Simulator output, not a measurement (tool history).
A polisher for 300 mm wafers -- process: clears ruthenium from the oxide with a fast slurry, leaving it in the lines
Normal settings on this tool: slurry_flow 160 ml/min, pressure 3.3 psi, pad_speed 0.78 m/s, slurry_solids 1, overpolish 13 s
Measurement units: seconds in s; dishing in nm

run,day,slurry_flow,pressure,pad_speed,slurry_solids,overpolish,"incoming thickness of the incoming film, nm",seconds,dishing
1,0,160,3.3,0.78,1,13,312.5,87.7,39
# day 0.325: slurry nozzle cleaned
2,1.662,160,3.3,0.78,1,13,303.4,84.4,38.1
# day 2.188: slurry blender recalibrated
# day 3.175: worn pad replaced by a new one
3,3.688,160,3.3,0.78,1,13,310.6,84.8,40.4
4,4.788,160,3.3,0.78,1,13,306.8,83,39.6
5,7.317,160,3.3,0.78,1,13,311.5,83.3,40.3
6,10.108,160,3.3,0.78,1,13,310,88.8,38.2
# day 10.417: slurry nozzle cleaned
# day 10.45: head pressure recalibrated
7,12.017,160,3.7,0.78,1,13,309.9,83.8,40.6
# day 13.688: worn pad replaced by a new one
8,13.708,125,2.5,0.78,1,13,305.6,113.6,30.7
9,16.038,125,2.5,0.78,1,13,306.6,107,30.3
10,18.229,125,2.5,0.78,1,13,309.5,112,30.2
# day 21.025: slurry blender recalibrated
# day 21.042: slurry nozzle cleaned
11,21.062,160,3.3,0.78,1,13,305.7,87,38.9
12,22.138,190,2.5,0.78,1,19,310.1,115.3,42
13,23.392,160,3.3,0.78,1,13,305.5,89.4,37.1
# day 25.042: worn pad replaced by a new one
14,25.567,160,3.3,0.78,1,13,312.8,84.6,40.8
15,28.179,210,3.3,0.56,0.85,20,307.8,124,41.9
16,30.25,200,2.5,1.02,1,13,307.2,83.6,39.2
# day 32.104: slurry nozzle cleaned
17,33.208,160,3.3,0.78,1,13,310.1,92.3,37
# day 35.117: head pressure recalibrated
# day 35.667: worn pad replaced by a new one
18,36.112,110,3.3,1.04,1.15,10,312.3,60.6,42.2
# day 36.5: slurry blender recalibrated
# day 41.788: slurry nozzle cleaned
19,43.029,175,4.2,0.78,1,10,309.2,68.6,37.3
20,44.121,200,3.3,0.66,1,19,315.7,109.5,48.5
# day 46.842: worn pad replaced by a new one
21,51.333,160,4.3,0.78,1,13,306.8,64.9,49.9
22,52.446,115,3.3,0.78,1,13,309.2,91.2,37

4 options for the next run, each taken on its own from the tool as it stands now. Forecast them:
A,52.462,195,3.3,0.78,1,13,311.1,?,?
B,52.462,110,3.3,0.78,1,13,311.1,?,?
C,52.462,105,3.3,0.78,1,13,311.1,?,?
D,52.462,115,3.3,0.78,1.15,6,311.1,?,?

run,seconds,dishing
A,85.8,39
B,90.8,37
C,91.2,36.8
D,83.3,19.4
Without the tool's hidden state the same runs would have given:
run,seconds,dishing
A,81.8,40.7
B,86.6,38.6
C,87,38.5
D,79.5,20.3
